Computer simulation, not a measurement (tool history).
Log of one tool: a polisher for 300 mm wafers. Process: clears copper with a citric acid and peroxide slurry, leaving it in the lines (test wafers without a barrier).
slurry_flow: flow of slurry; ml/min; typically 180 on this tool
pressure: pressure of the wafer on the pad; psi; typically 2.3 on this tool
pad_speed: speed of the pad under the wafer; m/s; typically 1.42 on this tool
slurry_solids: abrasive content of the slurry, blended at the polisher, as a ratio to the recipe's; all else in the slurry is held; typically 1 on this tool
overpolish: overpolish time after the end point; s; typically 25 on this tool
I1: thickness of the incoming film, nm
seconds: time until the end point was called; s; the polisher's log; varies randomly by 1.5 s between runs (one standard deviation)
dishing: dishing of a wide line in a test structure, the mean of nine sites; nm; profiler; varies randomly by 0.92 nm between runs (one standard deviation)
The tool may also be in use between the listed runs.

Run 1, hour 0: usual settings but pressure 2.9 psi; I1 228.3. Result: seconds 72.3 s, dishing 49.3 nm.
Run 2, hour 36: usual settings but pressure 2.9 psi; I1 229.2. Result: seconds 75.8 s, dishing 46.5 nm.
Run 3, hour 97.1: usual settings but pressure 2.9 psi; I1 228.1. Result: seconds 73.5 s, dishing 44.8 nm.
Run 4, hour 147.4: usual settings but pad_speed 1.3 m/s; I1 232.4. Result: seconds 103.1 s, dishing 35.2 nm.
At hour 197.7: worn pad replaced by a new one.
At hour 227.5: slurry nozzle cleaned.
At hour 253.7: slurry blender recalibrated.
Run 5, hour 255.5: usual settings; I1 227.9. Result: seconds 88.9 s, dishing 41.4 nm.
At hour 365.8: head pressure recalibrated.
Run 6, hour 421.2: usual settings; I1 228.1. Result: seconds 92.5 s, dishing 39.5 nm.
Run 7, hour 488.1: usual settings but slurry_flow 210 ml/min, pad_speed 1.8 m/s, overpolish 38 s; I1 226.3. Result: seconds 73.6 s, dishing 61.9 nm.
Run 8, hour 535.2: usual settings; I1 227. Result: seconds 91.9 s, dishing 37.7 nm.
Run 9, hour 594: usual settings but slurry_solids 0.8, overpolish 34 s; I1 230. Result: seconds 101 s, dishing 47.7 nm.
Run 10, hour 642: usual settings; I1 227.5. Result: seconds 100.4 s, dishing 36.6 nm.
At hour 647.8: worn pad replaced by a new one.
Run 11, hour 694: usual settings but pad_speed 1.84 m/s; I1 231.2. Result: seconds 79 s, dishing 43.3 nm.
At hour 728.4: slurry blender recalibrated.
Run 12, hour 756.1: usual settings but slurry_flow 210 ml/min, pad_speed 1.24 m/s, slurry_solids 0.9; I1 231.7. Result: seconds 108.5 s, dishing 35.7 nm.
Run 13, hour 783.2: usual settings but pad_speed 0.96 m/s, slurry_solids 1.2; I1 226.3. Result: seconds 134.8 s, dishing 28 nm.
At hour 854.8: slurry nozzle cleaned.
Run 14, hour 969.8: usual settings but slurry_flow 160 ml/min, overpolish 11 s; I1 233.2. Result: seconds 92.4 s, dishing 19.6 nm.
Run 15, hour 1030.9: usual settings but slurry_flow 145 ml/min, pressure 2.8 psi, slurry_solids 1.2; I1 231.2. Result: seconds 77.6 s, dishing 45.9 nm.
Run 16, hour 1093.8: usual settings but slurry_flow 210 ml/min; I1 228.2. Result: seconds 89.9 s, dishing 39.3 nm.
At hour 1129.6: head pressure recalibrated.
Run 17, hour 1144.5: usual settings but pressure 2.9 psi, slurry_solids 0.85; I1 232.9. Result: seconds 78.8 s, dishing 45.3 nm.
At hour 1153.5: slurry blender recalibrated.
At hour 1161.1: worn pad replaced by a new one.
Run 18, hour 1183.3: usual settings but slurry_solids 0.8; I1 227.7. Result: seconds 96.2 s, dishing 40.5 nm.
Run 19, hour 1212.4: usual settings but pad_speed 1.6 m/s, overpolish 13 s; I1 232.9. Result: seconds 83.1 s, dishing 26.5 nm.
Run 20, hour 1248: usual settings but pressure 2.8 psi, slurry_solids 1.2, overpolish 19 s; I1 227.3. Result: seconds 72.7 s, dishing 37.9 nm.
Run 21, hour 1310.5: usual settings but slurry_flow 205 ml/min, overpolish 30 s; I1 228.8. Result: seconds 87.8 s, dishing 45.8 nm.
Run 22, hour 1357.4: usual settings but pressure 3 psi, pad_speed 1.76 m/s; I1 228. Result: seconds 58.7 s, dishing 57.6 nm.
Run 23, hour 1429.4: usual settings; I1 229.8. Result: seconds 92.7 s, dishing 38.8 nm.
Run 24, hour 1496.3: usual settings but pad_speed 1.92 m/s, slurry_solids 0.85; I1 228.8. Result: seconds 72.1 s, dishing 47.1 nm.
Run 25, hour 1549.4: usual settings but slurry_flow 245 ml/min, pressure 2 psi, pad_speed 1.8 m/s, slurry_solids 1.2; I1 230.7. Result: seconds 80.4 s, dishing 43.6 nm.
At hour 1554.1: slurry nozzle cleaned.
Run 26, hour 1601.6: usual settings but pad_speed 1.14 m/s; I1 230.7. Result: seconds 115.7 s, dishing 34 nm.
At hour 1626.5: slurry blender recalibrated.
Run 27, hour 1650.8: usual settings but pressure 1.6 psi, pad_speed 1.64 m/s; I1 229.1. Result: seconds 107 s, dishing 34 nm.
At hour 1666.3: worn pad replaced by a new one.
Run 28, hour 1695.1: usual settings but pad_speed 1.26 m/s; I1 228. Result: seconds 100 s, dishing 36.7 nm.

Predict each of these 4 candidate next runs independently; none follows another, all start after run 28:
Run A, hour 1695.6: usual settings; I1 229.2. Result: seconds ?, dishing ?.
Run B, hour 1695.6: usual settings but slurry_flow 205 ml/min, pad_speed 1.2 m/s, slurry_solids 0.8, overpolish 14 s; I1 229.2. Result: seconds ?, dishing ?.
Run C, hour 1695.6: usual settings but slurry_solids 0.85; I1 229.2. Result: seconds ?, dishing ?.
Run D, hour 1695.6: usual settings but slurry_flow 120 ml/min, slurry_solids 0.75; I1 229.2. Result: seconds ?, dishing ?.

run  seconds  dishing
  A     83.9     40.2
  B      100     21.1
  C     85.9     39.4
  D     94.9     36.4
Stripped of hidden state, with their random variation kept, the same runs would have yielded:
run  seconds  dishing
  A     80.2     41.6
  B       96     21.9
  C     82.2     40.8
  D     89.2     38.3

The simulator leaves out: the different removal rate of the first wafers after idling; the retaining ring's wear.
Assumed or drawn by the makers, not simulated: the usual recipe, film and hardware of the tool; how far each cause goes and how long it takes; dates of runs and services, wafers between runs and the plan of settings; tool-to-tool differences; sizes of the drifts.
